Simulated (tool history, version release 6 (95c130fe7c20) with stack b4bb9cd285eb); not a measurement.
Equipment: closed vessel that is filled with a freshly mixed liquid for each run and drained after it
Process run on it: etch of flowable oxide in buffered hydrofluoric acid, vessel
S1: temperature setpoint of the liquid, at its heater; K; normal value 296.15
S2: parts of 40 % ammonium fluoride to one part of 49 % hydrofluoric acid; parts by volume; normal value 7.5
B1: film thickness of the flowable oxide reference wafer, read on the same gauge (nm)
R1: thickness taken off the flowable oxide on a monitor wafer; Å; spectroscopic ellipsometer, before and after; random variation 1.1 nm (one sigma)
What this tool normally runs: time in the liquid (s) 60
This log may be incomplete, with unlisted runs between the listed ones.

Run 1, hour 0.0: usual settings but S2 6.0 parts by volume; B1 90.05. Result: R1 3218.2 Å.
Run 2, hour 20.9: usual settings but S2 6.0 parts by volume; B1 90.04. Result: R1 3227.9 Å.
Run 3, hour 48.4: usual settings but S2 6.0 parts by volume; B1 90.02. Result: R1 3236.9 Å.
Run 4, hour 76.3: usual settings; B1 89.98. Result: R1 2588.8 Å.
Run 5, hour 93.7: usual settings; B1 89.96. Result: R1 2599.4 Å.
Run 6, hour 114.2: usual settings; B1 90.00. Result: R1 2601.2 Å.
Run 7, hour 142.6: usual settings; B1 90.01. Result: R1 2599.6 Å.
Run 8, hour 168.4: usual settings; B1 90.00. Result: R1 2593.4 Å.
Run 9, hour 200.7: usual settings; B1 89.96. Result: R1 2593.4 Å.
At hour 220.6: gauge calibrated.
Run 10, hour 228.7: usual settings; B1 89.95. Result: R1 2605.1 Å.
Run 11, hour 253.6: usual settings; B1 90.03. Result: R1 2599.4 Å.
Run 12, hour 280.6: usual settings; B1 90.00. Result: R1 2606.5 Å.
Run 13, hour 303.5: usual settings but S2 6.0 parts by volume; B1 89.99. Result: R1 3175.8 Å.
At hour 306.1: hydrofluoric acid flow meter replaced.
Run 14, hour 335.0: usual settings but S1 300.65 K, S2 5.5 parts by volume, time in the liquid (s) 90; B1 90.01. Result: R1 6541.1 Å.
Run 15, hour 353.0: usual settings but time in the liquid (s) 85; B1 89.97. Result: R1 3685.8 Å.
At hour 426.7: thermometer replaced.
Run 16, hour 428.5: usual settings; B1 90.01. Result: R1 2603.9 Å.
Run 17, hour 454.4: usual settings but S1 299.65 K, S2 6.0 parts by volume, time in the liquid (s) 35; B1 90.00. Result: R1 2256.9 Å.
Run 18, hour 488.0: usual settings; B1 89.93. Result: R1 2618.3 Å.
Run 19, hour 523.7: usual settings; B1 89.97. Result: R1 2589.1 Å.
Run 20, hour 552.8: usual settings but S2 5.0 parts by volume, time in the liquid (s) 35; B1 90.04. Result: R1 2182.2 Å.
Run 21, hour 573.0: usual settings but time in the liquid (s) 35; B1 90.02. Result: R1 1520.2 Å.
Run 22, hour 602.3: usual settings but S1 293.65 K, S2 6.0 parts by volume, time in the liquid (s) 70; B1 89.93. Result: R1 3264.3 Å.
Run 23, hour 623.1: usual settings but S1 298.15 K, S2 10.5 parts by volume, time in the liquid (s) 50; B1 90.02. Result: R1 1769.9 Å.
Run 24, hour 649.2: usual settings but S1 299.15 K, time in the liquid (s) 50; B1 90.05. Result: R1 2557.7 Å.
Run 25, hour 671.6: usual settings but S1 299.15 K, S2 9.0 parts by volume; B1 90.03. Result: R1 2514.6 Å.

Branching from run 25: 4 alternative next runs. What would each branch give?
Run A, hour 672.3: usual settings but S1 293.15 K; B1 ?. Result: R1 ?.
Run B, hour 672.3: usual settings but S1 291.65 K; B1 ?. Result: R1 ?.
Run C, hour 672.3: usual settings but S1 293.15 K, S2 5.0 parts by volume; B1 ?. Result: R1 ?.
Run D, hour 672.3: usual settings but S2 10.5 parts by volume, time in the liquid (s) 70; B1 ?. Result: R1 ?.

run     B1      R1
  A  89.93  2202.0
  B  89.93  2024.0
  C  89.93  3164.6
  D  89.93  2221.8
Without the tool's unlogged condition, the same runs would have read:
run      R1
  A  2202.0
  B  2024.0
  C  3164.6
  D  2221.8

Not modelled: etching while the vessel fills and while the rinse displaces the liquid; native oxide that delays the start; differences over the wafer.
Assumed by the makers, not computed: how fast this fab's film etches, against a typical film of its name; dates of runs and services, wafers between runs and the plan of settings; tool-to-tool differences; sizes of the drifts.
